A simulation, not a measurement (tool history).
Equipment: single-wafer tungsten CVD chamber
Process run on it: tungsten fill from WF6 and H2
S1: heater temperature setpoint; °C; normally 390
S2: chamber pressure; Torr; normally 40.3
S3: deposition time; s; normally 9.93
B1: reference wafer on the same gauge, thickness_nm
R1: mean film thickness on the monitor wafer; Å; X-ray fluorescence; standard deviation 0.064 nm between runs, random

Run 1, hour 0.0: usual settings but S2 48.2 Torr; B1 28.514. Result: R1 294.01 Å.
Run 2, hour 59.3: usual settings; B1 28.501. Result: R1 259.52 Å.
Run 3, hour 123.7: usual settings; B1 28.513. Result: R1 257.73 Å.
Run 4, hour 154.2: usual settings; B1 28.508. Result: R1 258.93 Å.
Run 5, hour 195.3: usual settings; B1 28.509. Result: R1 258.89 Å.
Run 6, hour 231.1: usual settings; B1 28.496. Result: R1 258.37 Å.
At hour 265.9: showerhead replaced, of another model than before.
Run 7, hour 302.8: usual settings but S1 395 °C, S3 11.39 s; B1 28.498. Result: R1 326.84 Å.
At hour 357.6: capacitance manometer re-zeroed and calibrated.
Run 8, hour 358.1: usual settings but S2 42.6 Torr; B1 28.494. Result: R1 281.87 Å.
At hour 369.3: thermocouple changed; heater temperature recalibrated.
At hour 370.5: gauge calibrated.
Run 9, hour 377.4: usual settings but S2 47.5 Torr; B1 28.500. Result: R1 308.78 Å.
Run 10, hour 429.1: usual settings but S2 47.5 Torr; B1 28.478. Result: R1 309.69 Å.
Run 11, hour 480.4: usual settings but S1 378 °C, S3 11.55 s; B1 28.509. Result: R1 236.43 Å.
Run 12, hour 520.1: usual settings but S1 384 °C, S2 48.7 Torr; B1 28.488. Result: R1 274.01 Å.
Run 13, hour 564.7: usual settings but S1 377 °C, S2 33.3 Torr, S3 11.51 s; B1 28.478. Result: R1 185.01 Å.
Run 14, hour 590.7: usual settings but S1 400 °C, S2 33.9 Torr, S3 9.21 s; B1 28.503. Result: R1 251.66 Å.
Run 15, hour 641.4: usual settings but S1 384 °C, S2 37.3 Torr, S3 8.23 s; B1 28.492. Result: R1 177.55 Å.
Run 16, hour 675.9: usual settings but S2 35.3 Torr; B1 28.505. Result: R1 229.80 Å.
Run 17, hour 718.1: usual settings but S1 377 °C, S2 49.2 Torr, S3 10.81 s; B1 28.503. Result: R1 254.50 Å.
Run 18, hour 783.7: usual settings; B1 28.518. Result: R1 264.31 Å.
Run 19, hour 812.3: usual settings but S1 381 °C, S2 43.3 Torr, S3 11.90 s; B1 28.513. Result: R1 276.55 Å.
Run 20, hour 864.1: usual settings but S2 47.5 Torr; B1 28.516. Result: R1 305.76 Å.

Branching from run 20: 4 alternative next runs. What would each branch give?
Run A, hour 864.5: usual settings but S3 11.69 s; B1 ?. Result: R1 ?.
Run B, hour 864.5: usual settings but S1 396 °C; B1 ?. Result: R1 ?.
Run C, hour 864.5: usual settings but S1 379 °C, S2 30.9 Torr, S3 10.77 s; B1 ?. Result: R1 ?.
Run D, hour 864.5: usual settings but S1 398 °C, S2 46.9 Torr, S3 10.43 s; B1 ?. Result: R1 ?.

run      B1      R1
  A  28.513  310.65
  B  28.513  300.10
  C  28.513  161.87
  D  28.513  376.36
Without the tool's unlogged condition, the same runs would have read:
run      R1
  A  312.88
  B  302.26
  C  163.09
  D  378.96
